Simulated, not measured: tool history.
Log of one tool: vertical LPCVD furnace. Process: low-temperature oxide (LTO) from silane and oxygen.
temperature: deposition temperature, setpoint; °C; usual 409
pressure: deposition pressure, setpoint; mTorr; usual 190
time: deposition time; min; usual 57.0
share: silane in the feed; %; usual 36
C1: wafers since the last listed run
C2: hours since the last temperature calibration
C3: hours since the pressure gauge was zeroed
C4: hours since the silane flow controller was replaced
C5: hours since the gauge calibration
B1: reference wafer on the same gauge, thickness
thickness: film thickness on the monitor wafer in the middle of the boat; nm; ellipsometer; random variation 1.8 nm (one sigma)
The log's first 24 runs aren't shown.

Run 25, hour 326.3: usual settings but time 35.5 min, share 31 %; C1 166; C2 261.3; C3 207.7; C4 166.5; C5 311.3; B1 462.83. Result: thickness 252.00 nm.
Run 26, hour 336.1: usual settings but temperature 405 °C, pressure 235 mTorr, share 42 %; C1 129; C2 271.1; C3 217.5; C4 176.3; C5 321.1; B1 462.66. Result: thickness 706.58 nm.
At hour 337.9: gauge calibrated.
Run 27, hour 353.2: usual settings but time 51.0 min, share 38 %; C1 226; C2 288.2; C3 234.6; C4 193.4; C5 15.3; B1 462.82. Result: thickness 476.99 nm.
Run 28, hour 368.1: usual settings but pressure 155 mTorr, time 68.0 min; C1 197; C2 303.1; C3 249.5; C4 208.3; C5 30.2; B1 463.22. Result: thickness 484.24 nm.
Run 29, hour 378.8: usual settings; C1 141; C2 313.8; C3 260.2; C4 219.0; C5 40.9; B1 463.12. Result: thickness 498.82 nm.
Run 30, hour 402.6: usual settings; C1 315; C2 337.6; C3 284.0; C4 242.8; C5 64.7; B1 462.80. Result: thickness 500.76 nm.
Run 31, hour 409.8: usual settings; C1 95; C2 344.8; C3 291.2; C4 250.0; C5 71.9; B1 462.85. Result: thickness 499.80 nm.
Run 32, hour 420.5: usual settings but temperature 415 °C, pressure 145 mTorr; C1 141; C2 355.5; C3 301.9; C4 260.7; C5 82.6; B1 462.80. Result: thickness 413.54 nm.

Forecast each of these 3 alternatives for the next run:
Run A, hour 424.5: usual settings but time 70.5 min; C1 53; C2 359.5; C3 305.9; C4 264.7; C5 86.6; B1 ?. Result: thickness ?.
Run B, hour 424.5: usual settings but temperature 404 °C, share 33 %; C1 53; C2 359.5; C3 305.9; C4 264.7; C5 86.6; B1 ?. Result: thickness ?.
Run C, hour 424.5: usual settings but temperature 417 °C, pressure 175 mTorr, time 77.0 min, share 34 %; C1 53; C2 359.5; C3 305.9; C4 264.7; C5 86.6; B1 ?. Result: thickness ?.

run      B1  thickness
  A  462.79     619.89
  B  462.79     422.07
  C  462.79     633.44
Without the tool's hidden state the same runs would have given:
run  thickness
  A     601.37
  B     409.46
  C     612.95
